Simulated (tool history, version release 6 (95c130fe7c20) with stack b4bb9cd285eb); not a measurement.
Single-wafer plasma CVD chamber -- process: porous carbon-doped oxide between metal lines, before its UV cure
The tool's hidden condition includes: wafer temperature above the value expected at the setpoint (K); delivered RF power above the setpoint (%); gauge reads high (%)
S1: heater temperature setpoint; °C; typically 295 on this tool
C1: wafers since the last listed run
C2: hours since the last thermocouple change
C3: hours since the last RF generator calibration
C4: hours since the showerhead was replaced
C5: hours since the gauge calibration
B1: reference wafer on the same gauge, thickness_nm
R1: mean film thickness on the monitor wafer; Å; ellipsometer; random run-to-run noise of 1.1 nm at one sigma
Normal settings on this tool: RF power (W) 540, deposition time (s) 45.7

run 1 hour=0.0 | S1=295 RF_power_(W)=575 deposition_time_(s)=42.1 | C1=0 C2=2750.3 C3=2226.4 C4=6154.9 C5=149.7 | B1=311.211 | R1=2760.85
run 2 hour=32.6 | S1=295 RF_power_(W)=575 deposition_time_(s)=42.1 | C1=414 C2=2782.9 C3=2259.0 C4=6187.5 C5=182.3 | B1=311.141 | R1=2774.17
run 3 hour=70.7 | S1=295 RF_power_(W)=485 deposition_time_(s)=45.7 | C1=484 C2=2821.0 C3=2297.1 C4=6225.6 C5=220.4 | B1=310.641 | R1=2527.25
run 4 hour=114.5 | S1=295 RF_power_(W)=540 deposition_time_(s)=43.3 | C1=557 C2=2864.8 C3=2340.9 C4=6269.4 C5=264.2 | B1=310.952 | R1=2653.67
run 5 hour=158.4 | S1=295 RF_power_(W)=540 deposition_time_(s)=45.7 | C1=558 C2=2908.7 C3=2384.8 C4=6313.3 C5=308.1 | B1=310.891 | R1=2800.64
-- hour=188.9 thermocouple changed; heater temperature recalibrated
run 6 hour=189.4 | S1=283 RF_power_(W)=540 deposition_time_(s)=45.7 | C1=292 C2=0.5 C3=2415.8 C4=6344.3 C5=339.1 | B1=310.921 | R1=2962.45
-- hour=226.3 gauge calibrated
-- hour=227.0 RF generator calibrated
run 7 hour=232.4 | S1=295 RF_power_(W)=540 deposition_time_(s)=45.7 | C1=445 C2=43.5 C3=5.4 C4=6387.3 C5=6.1 | B1=310.828 | R1=3010.63
run 8 hour=292.5 | S1=295 RF_power_(W)=540 deposition_time_(s)=40.9 | C1=764 C2=103.6 C3=65.5 C4=6447.4 C5=66.2 | B1=311.085 | R1=2716.08
-- hour=332.0 showerhead replaced
run 9 hour=345.2 | S1=295 RF_power_(W)=540 deposition_time_(s)=45.7 | C1=568 C2=156.3 C3=118.2 C4=13.2 C5=118.9 | B1=311.031 | R1=2995.73
run 10 hour=383.9 | S1=295 RF_power_(W)=505 deposition_time_(s)=41.6 | C1=492 C2=195.0 C3=156.9 C4=51.9 C5=157.6 | B1=311.116 | R1=2586.17
run 11 hour=409.1 | S1=295 RF_power_(W)=540 deposition_time_(s)=45.7 | C1=320 C2=220.2 C3=182.1 C4=77.1 C5=182.8 | B1=310.809 | R1=3018.69
run 12 hour=451.8 | S1=301 RF_power_(W)=540 deposition_time_(s)=45.7 | C1=543 C2=262.9 C3=224.8 C4=119.8 C5=225.5 | B1=310.880 | R1=2909.56
run 13 hour=504.3 | S1=290 RF_power_(W)=440 deposition_time_(s)=49.7 | C1=668 C2=315.4 C3=277.3 C4=172.3 C5=278.0 | B1=311.027 | R1=2733.93

Predict the results of run 14:
run 14 hour=551.6 | S1=309 RF_power_(W)=480 deposition_time_(s)=42.1 | C1=601 C2=362.7 C3=324.6 C4=219.6 C5=325.3 | B1=? | R1=?

{"run 14": {"B1": 311.139, "R1": 2308.97}}
Without the tool's hidden state the same run would have given R1 2326.86 Å.
